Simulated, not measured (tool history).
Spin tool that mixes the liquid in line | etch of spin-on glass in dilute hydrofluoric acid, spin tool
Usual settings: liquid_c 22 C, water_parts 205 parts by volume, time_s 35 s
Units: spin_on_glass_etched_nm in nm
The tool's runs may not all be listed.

| run | hour | liquid_c | water_parts | time_s | wafers since the last listed run | hours since the thermometer was replaced | hours since the hydrofluoric acid flow meter was replaced | hours since the gauge calibration | read-back film thickness of the spin-on glass reference wafer, read on the same gauge (nm) | spin_on_glass_etched_nm |
|---|---|---|---|---|---|---|---|---|---|---|
| 1 | 0 | 19 | 205 | 35 | 0 | 1960.7 | 284.4 | 78.9 | 120.021 | 2.996 |
| 2 | 91.9 | 19 | 205 | 35 | 1418 | 2052.6 | 376.3 | 170.8 | 119.977 | 2.926 |
| 3 | 169.2 | 22 | 155 | 35 | 1193 | 2129.9 | 453.6 | 248.1 | 120.036 | 4.627 |
| 4 | 209.6 | 22 | 155 | 35 | 623 | 2170.3 | 494 | 288.5 | 119.964 | 4.608 |
| 5 | 279 | 22 | 205 | 35 | 1071 | 2239.7 | 563.4 | 357.9 | 119.992 | 3.23 |
| 6 | 377.4 | 22 | 205 | 35 | 1519 | 2338.1 | 661.8 | 456.3 | 119.98 | 3.236 |
| 7 | 476.1 | 22 | 205 | 35 | 1523 | 2436.8 | 760.5 | 555 | 120.018 | 3.207 |
| 8 | 569 | 22 | 205 | 35 | 1434 | 2529.7 | 853.4 | 647.9 | 119.96 | 3.167 |
|  | 572.3 | gauge calibrated |
| 9 | 651.8 | 22 | 205 | 20 | 1278 | 2612.5 | 936.2 | 79.5 | 119.977 | 1.803 |
| 10 | 703.2 | 19.5 | 175 | 35 | 793 | 2663.9 | 987.6 | 130.9 | 119.977 | 3.458 |
|  | 763.5 | hydrofluoric acid flow meter replaced |
| 11 | 766 | 20 | 270 | 45 | 954 | 2726.7 | 2.5 | 193.7 | 120.016 | 2.925 |
|  | 819.4 | thermometer replaced |
| 12 | 860.6 | 22 | 145 | 30 | 1445 | 41.2 | 97.1 | 288.3 | 119.996 | 4.384 |
| 13 | 917 | 19 | 205 | 35 | 870 | 97.6 | 153.5 | 344.7 | 119.941 | 2.986 |
| 14 | 962.1 | 22 | 260 | 50 | 696 | 142.7 | 198.6 | 389.8 | 120.03 | 3.561 |
| 15 | 1019.8 | 22 | 150 | 35 | 890 | 200.4 | 256.3 | 447.5 | 120 | 4.808 |
| 16 | 1104.9 | 22 | 305 | 20 | 1314 | 285.5 | 341.4 | 532.6 | 120.015 | 1.144 |

4 ways to go on from here, each from the tool as it stands after run 16. What would each give?
| A | 1105.3 | 22 | 205 | 35 | 6 | 285.9 | 341.8 | 533 | ? | ? |
| B | 1105.3 | 24.5 | 175 | 40 | 6 | 285.9 | 341.8 | 533 | ? | ? |
| C | 1105.3 | 18.5 | 205 | 20 | 6 | 285.9 | 341.8 | 533 | ? | ? |
| D | 1105.3 | 19 | 255 | 55 | 6 | 285.9 | 341.8 | 533 | ? | ? |

| run | read-back film thickness of the spin-on glass reference wafer, read on the same gauge (nm) | spin_on_glass_etched_nm |
|---|---|---|
| A | 119.957 | 3.343 |
| B | 119.957 | 5.078 |
| C | 119.957 | 1.671 |
| D | 119.957 | 3.592 |
Without the tool's hidden state the same runs would have given:
| run | spin_on_glass_etched_nm |
|---|---|
| A | 3.471 |
| B | 5.27 |
| C | 1.734 |
| D | 3.731 |
